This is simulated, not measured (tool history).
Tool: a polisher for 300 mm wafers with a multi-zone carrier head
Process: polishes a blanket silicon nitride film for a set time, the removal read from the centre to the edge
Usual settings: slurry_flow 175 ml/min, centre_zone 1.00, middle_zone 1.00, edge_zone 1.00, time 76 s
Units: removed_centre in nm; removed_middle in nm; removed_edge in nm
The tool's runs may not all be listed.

run	hour	slurry_flow	centre_zone	middle_zone	edge_zone	time	incoming thickness of the incoming film, nm	removed_centre	removed_middle	removed_edge
1	0.0	175	0.95	1.00	1.00	76	832.3	163.9	184.2	176.4
# hour 11.6: slurry nozzle cleaned
# hour 22.4: carrier head's membrane replaced by a new one
2	28.1	175	1.00	1.00	1.00	76	851.8	170.7	178.3	175.9
3	45.2	175	1.00	1.00	1.00	76	867.0	169.4	181.6	175.3
4	67.1	220	1.00	0.95	1.00	101	831.6	233.9	228.9	236.5
5	84.8	175	1.00	1.00	1.00	76	860.7	169.5	177.5	177.3
6	99.6	175	1.00	1.00	1.00	76	836.6	169.5	178.4	176.9
# hour 103.6: worn pad replaced by a new one
7	131.8	155	1.00	1.08	0.96	76	865.7	173.5	192.9	172.8
8	145.3	175	1.12	1.00	1.00	76	841.8	196.2	181.9	178.6
9	157.9	155	1.00	1.07	1.00	103	857.0	228.1	249.8	237.3
10	186.3	175	1.00	1.00	1.00	76	850.2	169.3	185.4	176.3
# hour 197.8: centre zone pressure recalibrated
11	214.6	210	1.00	1.00	1.12	84	854.7	194.1	205.5	209.1
12	250.2	175	1.00	1.00	1.00	76	858.0	169.2	180.8	174.0
13	284.2	225	1.10	1.00	0.93	76	832.5	194.5	180.0	170.6
# hour 298.9: worn pad replaced by a new one
14	304.8	195	0.89	1.00	1.00	76	838.0	160.9	191.6	183.8
# hour 320.2: edge zone pressure recalibrated
15	338.6	175	0.93	1.00	1.00	63	857.2	134.9	151.6	148.9
# hour 366.9: slurry nozzle cleaned
16	373.0	175	1.00	1.00	1.00	88	848.0	198.1	212.5	205.3
17	389.0	175	1.00	1.07	1.07	76	858.2	172.0	189.4	181.2
18	419.6	175	0.94	1.08	1.00	66	835.3	140.0	168.7	150.4
19	452.7	140	1.05	1.03	1.00	53	856.1	123.6	125.2	118.9
# hour 474.1: worn pad replaced by a new one
20	484.8	175	1.00	1.00	1.00	76	862.6	175.6	186.0	181.4
21	512.6	195	0.89	1.00	1.00	76	848.4	157.9	187.9	180.5
22	542.9	115	1.00	0.96	0.93	76	843.8	163.6	170.6	165.3

4 ways to go on from here, each from the tool as it stands after run 22. What would each give?
A	543.3	175	1.00	1.00	1.00	76	844.1	?	?	?
B	543.3	175	1.07	1.00	0.89	56	844.1	?	?	?
C	543.3	175	1.07	1.10	0.89	62	844.1	?	?	?
D	543.3	175	1.00	0.95	1.00	76	844.1	?	?	?

run	removed_centre	removed_middle	removed_edge
A	171.3	180.4	176.3
B	135.1	132.9	123.3
C	149.7	159.0	136.4
D	171.3	173.2	176.5
Without the tool's hidden state the same runs would have given:
run	removed_centre	removed_middle	removed_edge
A	177.0	186.4	182.2
B	139.6	137.3	127.4
C	154.7	164.2	140.9
D	176.9	178.9	182.3

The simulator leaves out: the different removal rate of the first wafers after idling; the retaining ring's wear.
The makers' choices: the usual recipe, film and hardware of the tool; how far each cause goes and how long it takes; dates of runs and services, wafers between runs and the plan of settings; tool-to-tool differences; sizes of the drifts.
